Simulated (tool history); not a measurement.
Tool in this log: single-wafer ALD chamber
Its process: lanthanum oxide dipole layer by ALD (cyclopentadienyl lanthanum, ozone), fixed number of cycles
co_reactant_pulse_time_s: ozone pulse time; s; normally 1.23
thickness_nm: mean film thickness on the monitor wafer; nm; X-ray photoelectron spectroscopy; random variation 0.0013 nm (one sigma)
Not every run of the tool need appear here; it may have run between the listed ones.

run    hour  co_reactant_pulse_time_s  wafers since the last listed run  hours since the last thermocouple change  hours since the last ozone generator service  hours since the showerhead was replaced  hours since the gauge calibration  read-back reference wafer on the same gauge, thickness_nm  thickness_nm
  1       0                      1.23                                 0                                     521.2                                         125.9                                   2416.3                             1819.7                                                      0.538         0.533
  2    47.2                      1.23                              1180                                     568.4                                         173.1                                   2463.5                             1866.9                                                      0.538         0.533
  3    97.3                      1.23                              1253                                     618.5                                         223.2                                   2513.6                               1917                                                      0.538         0.534
  4   234.9                      1.36                              3441                                     756.1                                         360.8                                   2651.2                             2054.6                                                      0.538         0.539
  5   304.1                      1.13                              1731                                     825.3                                           430                                   2720.4                             2123.8                                                      0.538         0.519
  6     365                      1.23                              1523                                     886.2                                         490.9                                   2781.3                             2184.7                                                      0.538          0.53
  7   394.7                      1.42                               742                                     915.9                                         520.6                                     2811                             2214.4                                                      0.538         0.546
  8   448.4                      1.42                              1343                                     969.6                                         574.3                                   2864.7                             2268.1                                                      0.538         0.545
      504.4  -- gauge calibrated
  9   515.7                      1.52                              1683                                    1036.9                                         641.6                                     2932                               11.3                                                      0.538         0.548
        573  -- thermocouple changed; heater temperature recalibrated
 10   573.5                       0.9                              1245                                       0.5                                         699.4                                   2989.8                               69.1                                                      0.538         0.491
 11   636.7                      1.23                              1580                                      63.7                                         762.6                                     3053                              132.3                                                      0.538         0.528
 12   685.8                      1.23                              1228                                     112.8                                         811.7                                   3102.1                              181.4                                                      0.538         0.527
 13   711.5                      1.46                               642                                     138.5                                         837.4                                   3127.8                              207.1                                                      0.538         0.545
 14   758.2                      1.46                              1168                                     185.2                                         884.1                                   3174.5                              253.8                                                      0.539         0.544
 15   808.5                      1.38                              1258                                     235.5                                         934.4                                   3224.8                              304.1                                                      0.538         0.535
 16   857.5                      1.04                              1225                                     284.5                                         983.4                                   3273.8                              353.1                                                      0.538         0.508
 17   904.9                       1.6                              1185                                     331.9                                        1030.8                                   3321.2                              400.5                                                      0.538         0.551
 18   951.2                      0.94                              1158                                     378.2                                        1077.1                                   3367.5                              446.8                                                      0.538         0.494
 19  1009.2                       1.5                              1450                                     436.2                                        1135.1                                   3425.5                              504.8                                                      0.538         0.546
 20  1051.9                      1.43                              1068                                     478.9                                        1177.8                                   3468.2                              547.5                                                      0.538         0.543
     1088.9  -- showerhead replaced
 21  1122.1                       1.7                              1555                                     549.1                                          1248                                     33.2                              617.7                                                      0.538         0.555
 22    1167                       1.7                              1123                                       594                                        1292.9                                     78.1                              662.6                                                      0.538         0.553
     1217.4  -- ozone generator serviced
 23  1217.9                      0.76                              1073                                     644.9                                           0.5                                      129                              713.5                                                      0.538         0.482
 24  1276.8                      1.48                              1473                                     703.8                                          59.4                                    187.9                              772.4                                                      0.538          0.55
 25  1342.3                      1.23                              1638                                     769.3                                         124.9                                    253.4                              837.9                                                      0.538         0.533
 26  1371.2                      1.44                               722                                     798.2                                         153.8                                    282.3                              866.8                                                      0.538         0.547
 27  1397.4                      0.97                               655                                     824.4                                           180                                    308.5                                893                                                      0.538         0.506
 28  1466.6                      1.23                              1731                                     893.6                                         249.2                                    377.7                              962.2                                                      0.538         0.532
 29  1524.8                      1.54                              1455                                     951.8                                         307.4                                    435.9                             1020.4                                                      0.538         0.551
       1540  -- thermocouple changed; heater temperature recalibrated
 30  1558.3                      1.23                               637                                      18.3                                         340.9                                    469.4                             1053.9                                                      0.538         0.529
 31  1588.8                      0.88                               762                                      48.8                                         371.4                                    499.9                             1084.4                                                      0.538         0.492
 32  1642.8                      0.98                              1350                                     102.8                                         425.4                                    553.9                             1138.4                                                      0.538         0.507
 33  1673.4                      1.01                               765                                     133.4                                           456                                    584.5                               1169                                                      0.538          0.51
 34  1725.5                      1.23                              1303                                     185.5                                         508.1                                    636.6                             1221.1                                                      0.538         0.529
 35  1779.2                      1.66                              1343                                     239.2                                         561.8                                    690.3                             1274.8                                                      0.538         0.556

Alternative continuations, all from the tool just after run 35; predict every row:
  A  1779.6                      1.68                                10                                     239.6                                         562.2                                    690.7                             1275.2                                                          ?             ?
  B  1779.6                      0.87                                10                                     239.6                                         562.2                                    690.7                             1275.2                                                          ?             ?
  C  1779.6                      1.51                                10                                     239.6                                         562.2                                    690.7                             1275.2                                                          ?             ?

run  read-back reference wafer on the same gauge, thickness_nm  thickness_nm
  A                                                      0.538         0.556
  B                                                      0.538         0.488
  C                                                      0.538         0.547
Had the tool no hidden state, the same runs would have come out as:
run  thickness_nm
  A         0.561
  B           0.5
  C         0.554

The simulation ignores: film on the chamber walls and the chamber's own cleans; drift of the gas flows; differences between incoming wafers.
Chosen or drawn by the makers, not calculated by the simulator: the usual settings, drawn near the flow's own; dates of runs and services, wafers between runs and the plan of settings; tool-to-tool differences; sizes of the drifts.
